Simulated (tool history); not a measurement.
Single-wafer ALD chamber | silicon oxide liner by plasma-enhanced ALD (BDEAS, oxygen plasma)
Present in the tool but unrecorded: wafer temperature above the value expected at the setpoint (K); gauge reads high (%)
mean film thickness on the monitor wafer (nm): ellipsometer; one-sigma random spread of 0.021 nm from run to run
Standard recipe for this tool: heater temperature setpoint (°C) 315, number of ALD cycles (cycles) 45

run,hour,heater temperature setpoint (°C),number of ALD cycles (cycles),wafers since the last listed run,hours since the last thermocouple change,hours since the gauge calibration,"read-back reference wafer on the same gauge, thickness_nm",mean film thickness on the monitor wafer (nm)
1,0,327,38,0,1830.9,1649,3.458,3.308
2,64.4,327,38,361,1895.3,1713.4,3.462,3.316
3,118.6,327,38,304,1949.5,1767.6,3.455,3.332
4,307,315,49,1058,2137.9,1956,3.455,4.342
5,357.4,315,49,283,2188.3,2006.4,3.459,4.354
6,428.9,315,50,401,2259.8,2077.9,3.459,4.486
7,469.1,321,40,225,2300,2118.1,3.465,3.539
8,519.7,315,45,284,2350.6,2168.7,3.462,3.968
9,585.3,315,45,368,2416.2,2234.3,3.456,3.968
# hour 648.2: gauge calibrated
10,683.4,315,45,551,2514.3,35.2,3.463,3.997
11,724.4,315,43,230,2555.3,76.2,3.464,3.761
12,766.4,315,43,235,2597.3,118.2,3.458,3.809
# hour 799.5: thermocouple changed; heater temperature recalibrated
13,820.2,315,43,257,20.7,172,3.463,3.828
14,874.2,315,45,303,74.7,226,3.459,3.997
15,903,325,52,161,103.5,254.8,3.456,4.52
16,967.7,315,45,363,168.2,319.5,3.462,4.004
17,1021.9,310,38,304,222.4,373.7,3.461,3.406
18,1062.9,311,41,230,263.4,414.7,3.46,3.643
19,1111.4,315,43,272,311.9,463.2,3.463,3.835
20,1159.7,327,45,271,360.2,511.5,3.459,3.89
21,1221.9,326,45,349,422.4,573.7,3.459,3.915
22,1256,305,49,191,456.5,607.8,3.461,4.423
23,1303.4,301,40,266,503.9,655.2,3.454,3.638
24,1370.7,328,38,378,571.2,722.5,3.461,3.282
25,1433.9,301,40,355,634.4,785.7,3.461,3.628
26,1576,311,48,798,776.5,927.8,3.453,4.289
27,1642.9,315,52,375,843.4,994.7,3.458,4.578
28,1669.6,304,38,150,870.1,1021.4,3.461,3.421
29,1704.7,315,45,197,905.2,1056.5,3.467,3.992
30,1751.5,315,45,262,952,1103.3,3.463,3.999
31,1787.5,304,45,202,988,1139.3,3.461,4.071
32,1831.2,300,45,245,1031.7,1183,3.468,4.132
33,1884.3,306,48,298,1084.8,1236.1,3.459,4.309

Hidden state at the last listed run before each entry between runs and at the first one after, where it differs:
From run 9 to run 10: gauge calibrated (hour 648.2)
  both runs share identical hidden conditions
From run 12 to run 13: thermocouple changed; heater temperature recalibrated (hour 799.5)
  both runs share identical hidden conditions
